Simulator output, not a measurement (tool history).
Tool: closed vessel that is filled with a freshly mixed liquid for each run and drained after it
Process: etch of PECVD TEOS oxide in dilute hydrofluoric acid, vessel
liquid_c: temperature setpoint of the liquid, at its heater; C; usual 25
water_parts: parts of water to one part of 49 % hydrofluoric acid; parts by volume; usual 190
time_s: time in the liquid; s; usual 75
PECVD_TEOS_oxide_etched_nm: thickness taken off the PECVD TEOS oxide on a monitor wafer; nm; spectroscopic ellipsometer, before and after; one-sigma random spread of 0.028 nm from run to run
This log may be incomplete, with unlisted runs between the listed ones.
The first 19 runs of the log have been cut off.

run	hour	liquid_c	water_parts	time_s	wafers since the last listed run	hours since the thermometer was replaced	hours since the hydrofluoric acid flow meter was replaced	hours since the gauge calibration	read-back film thickness of the PECVD TEOS oxide reference wafer, read on the same gauge (nm)	PECVD_TEOS_oxide_etched_nm
# hour 883.8: gauge calibrated
20	928.5	29.5	190	45	8440	1829.6	340.8	44.7	149.973	3.267
21	969.1	30	110	55	3966	1870.2	381.4	85.3	149.996	7.75
22	1004.1	27.5	265	120	3419	1905.2	416.4	120.3	150.014	5.293
23	1033.5	22	260	95	2872	1934.6	445.8	149.7	150.01	3.531
# hour 1058: thermometer replaced
24	1096	25	140	75	6008	38	508.3	212.2	150.025	6.516
25	1140	20	190	75	4298	82	552.3	256.2	150.002	3.708
26	1175.8	25	190	75	3497	117.8	588.1	292	150.02	4.575
27	1228.3	25	190	75	5128	170.3	640.6	344.5	150.03	4.52
28	1275.5	21.5	285	35	4611	217.5	687.8	391.7	149.998	1.107
29	1309.5	25	230	45	3321	251.5	721.8	425.7	150.033	2.124
30	1369	27	190	75	5812	311	781.3	485.2	150.056	4.799
31	1403.9	25	235	75	3409	345.9	816.2	520.1	149.973	3.412
32	1436.8	28.5	190	45	3214	378.8	849.1	553	149.982	2.999
33	1489.5	25	190	75	5148	431.5	901.8	605.7	150.017	4.434

What if the next run were any one of these 4? Each begins from the tool's condition after run 33:
A	1490.2	25	190	75	68	432.2	902.5	606.4	?	?
B	1490.2	23.5	115	115	68	432.2	902.5	606.4	?	?
C	1490.2	22	150	40	68	432.2	902.5	606.4	?	?
D	1490.2	25	115	60	68	432.2	902.5	606.4	?	?

run	read-back film thickness of the PECVD TEOS oxide reference wafer, read on the same gauge (nm)	PECVD_TEOS_oxide_etched_nm
A	150	4.422
B	150	11.589
C	150	2.795
D	150	6.41
Without the tool's hidden state the same runs would have given:
run	PECVD_TEOS_oxide_etched_nm
A	4.799
B	12.514
C	3.024
D	6.924
